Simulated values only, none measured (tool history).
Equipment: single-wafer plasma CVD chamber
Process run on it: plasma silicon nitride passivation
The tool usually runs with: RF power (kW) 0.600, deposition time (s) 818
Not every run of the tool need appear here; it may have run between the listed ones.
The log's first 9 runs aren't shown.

run	hour	RF power (kW)	deposition time (s)	wafers since the last listed run	hours since the last RF generator calibration	hours since the showerhead was replaced	hours since the gauge calibration	read-back reference wafer on the same gauge, thickness_nm	mean film thickness on the monitor wafer (Å)
10	255.9	0.600	818	60	1178.8	3777.1	413.8	1137.081	13042.28
11	273.0	0.600	818	29	1195.9	3794.2	430.9	1139.681	13109.77
12	305.3	0.600	818	55	1228.2	3826.5	463.2	1139.664	13149.99
13	330.2	0.635	943	42	1253.1	3851.4	488.1	1140.716	15426.29
# hour 339.5: gauge calibrated
14	356.9	0.600	818	45	1279.8	3878.1	17.4	1138.724	13108.75
# hour 387.1: RF generator calibrated
15	389.4	0.600	818	42	2.3	3910.6	49.9	1141.391	13505.22
16	422.6	0.560	818	57	35.5	3943.8	83.1	1138.496	13109.58
17	458.5	0.695	701	61	71.4	3979.7	119.0	1138.852	12163.75
18	480.7	0.600	901	38	93.6	4001.9	141.2	1139.992	14734.41
19	504.4	0.630	746	40	117.3	4025.6	164.9	1137.240	12539.53
20	531.5	0.600	818	46	144.4	4052.7	192.0	1142.099	13368.78
21	543.6	0.490	818	20	156.5	4064.8	204.1	1142.444	12278.76
22	563.4	0.570	818	34	176.3	4084.6	223.9	1140.240	13102.29
23	588.6	0.560	818	43	201.5	4109.8	249.1	1142.051	12936.01
# hour 599.6: showerhead replaced
24	622.5	0.600	818	44	235.4	22.9	283.0	1142.538	13287.96
25	697.8	0.675	732	129	310.7	98.2	358.3	1141.238	12492.18
26	728.0	0.655	818	51	340.9	128.4	388.5	1141.094	13754.26
27	760.4	0.705	954	55	373.3	160.8	420.9	1140.740	16498.84
28	787.5	0.510	948	46	400.4	187.9	448.0	1142.216	14469.41
29	813.9	0.490	747	45	426.8	214.3	474.4	1140.932	11165.03
30	843.2	0.660	694	50	456.1	243.6	503.7	1138.203	11509.84
31	866.7	0.675	693	40	479.6	267.1	527.2	1140.954	11819.75

What if the next run were any one of these 4? Each begins from the tool's condition after run 31:
A	867.3	0.600	818	1	480.2	267.7	527.8	?	?
B	867.3	0.700	956	1	480.2	267.7	527.8	?	?
C	867.3	0.685	937	1	480.2	267.7	527.8	?	?
D	867.3	0.670	663	1	480.2	267.7	527.8	?	?

run	read-back reference wafer on the same gauge, thickness_nm	mean film thickness on the monitor wafer (Å)
A	1139.988	13196.65
B	1139.988	16372.14
C	1139.988	15915.15
D	1139.988	11166.25
With the hidden condition removed and each run's random variation left untouched, the same runs would have given:
run	mean film thickness on the monitor wafer (Å)
A	13555.69
B	16817.57
C	16348.15
D	11470.05
